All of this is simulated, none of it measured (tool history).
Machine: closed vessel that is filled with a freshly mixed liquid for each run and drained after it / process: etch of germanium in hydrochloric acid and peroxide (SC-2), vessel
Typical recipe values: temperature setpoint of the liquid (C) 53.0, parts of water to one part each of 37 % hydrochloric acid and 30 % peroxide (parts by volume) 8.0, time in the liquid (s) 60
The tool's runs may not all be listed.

| run | hour | temperature setpoint of the liquid (C) | parts of water to one part each of 37 % hydrochloric acid and 30 % peroxide (parts by volume) | time in the liquid (s) | read-back film thickness of the germanium reference wafer, read on the same gauge (nm) | thickness taken off the germanium on a monitor wafer (angstrom) |
|---|---|---|---|---|---|---|
| 1 | 0.0 | 53.0 | 8.0 | 60 | 69.60 | 875.6 |
| 2 | 34.8 | 53.0 | 8.0 | 60 | 69.54 | 872.5 |
| 3 | 90.2 | 53.0 | 8.0 | 60 | 69.40 | 871.5 |
| 4 | 145.3 | 53.0 | 8.0 | 60 | 69.32 | 868.8 |
| 5 | 171.4 | 53.0 | 8.0 | 60 | 69.25 | 870.3 |
| 6 | 203.7 | 53.0 | 8.0 | 60 | 69.18 | 874.9 |
| 7 | 260.6 | 53.0 | 8.0 | 60 | 69.06 | 858.7 |
| 8 | 302.3 | 53.0 | 8.0 | 60 | 68.94 | 876.5 |
|  | 314.9 | new drum of peroxide connected |
| 9 | 369.0 | 53.0 | 8.0 | 60 | 68.83 | 859.7 |
| 10 | 434.4 | 53.0 | 8.0 | 60 | 68.67 | 870.8 |
| 11 | 474.5 | 53.0 | 8.0 | 85 | 68.60 | 1220.6 |
|  | 501.0 | chemicals flow meter replaced |
| 12 | 523.5 | 53.0 | 8.0 | 60 | 68.50 | 867.3 |
| 13 | 584.4 | 53.0 | 8.0 | 60 | 68.37 | 862.2 |
| 14 | 616.7 | 53.0 | 12.0 | 60 | 68.30 | 817.6 |
| 15 | 650.7 | 53.0 | 12.0 | 60 | 68.21 | 827.9 |
| 16 | 709.5 | 53.0 | 6.5 | 35 | 68.10 | 508.8 |
|  | 753.4 | new drum of peroxide connected |
| 17 | 780.5 | 45.0 | 9.0 | 75 | 67.95 | 810.2 |
| 18 | 847.5 | 48.0 | 5.0 | 45 | 67.80 | 557.8 |
|  | 848.0 | gauge calibrated |
|  | 883.4 | thermometer replaced |
| 19 | 912.0 | 45.0 | 8.0 | 60 | 69.15 | 673.6 |
| 20 | 973.2 | 62.5 | 10.5 | 80 | 69.03 | 1497.6 |
| 21 | 1023.4 | 53.0 | 8.0 | 60 | 68.92 | 865.3 |
|  | 1064.0 | chemicals flow meter replaced |
| 22 | 1079.1 | 45.5 | 8.0 | 35 | 68.80 | 398.8 |
| 23 | 1128.1 | 60.5 | 8.0 | 75 | 68.67 | 1350.9 |
| 24 | 1182.0 | 53.0 | 8.0 | 60 | 68.58 | 857.4 |
|  | 1228.5 | new drum of peroxide connected |
| 25 | 1243.4 | 57.5 | 11.0 | 50 | 68.43 | 800.2 |
| 26 | 1310.3 | 43.5 | 10.0 | 90 | 68.29 | 934.8 |
| 27 | 1375.7 | 53.0 | 8.0 | 60 | 68.16 | 858.9 |

For each run, what was the tool's unlogged condition?
liquid colder than its thermometer reads (K): 0 on each run
chemicals flow above the setpoint (%): 0 on each run
peroxide weaker than its label (%): 0 on each run
H1: gauge reads high (%)
| run | H1 |
|---|---|
| 1 | -0.564 |
| 2 | -0.669 |
| 3 | -0.836 |
| 4 | -1 |
| 5 | -1.08 |
| 6 | -1.18 |
| 7 | -1.35 |
| 8 | -1.48 |
| 9 | -1.68 |
| 10 | -1.88 |
| 11 | -2 |
| 12 | -2.15 |
| 13 | -2.33 |
| 14 | -2.43 |
| 15 | -2.53 |
| 16 | -2.71 |
| 17 | -2.92 |
| 18 | -3.12 |
| 19 | -1.23 |
| 20 | -1.42 |
| 21 | -1.57 |
| 22 | -1.74 |
| 23 | -1.89 |
| 24 | -2.05 |
| 25 | -2.24 |
| 26 | -2.44 |
| 27 | -2.63 |
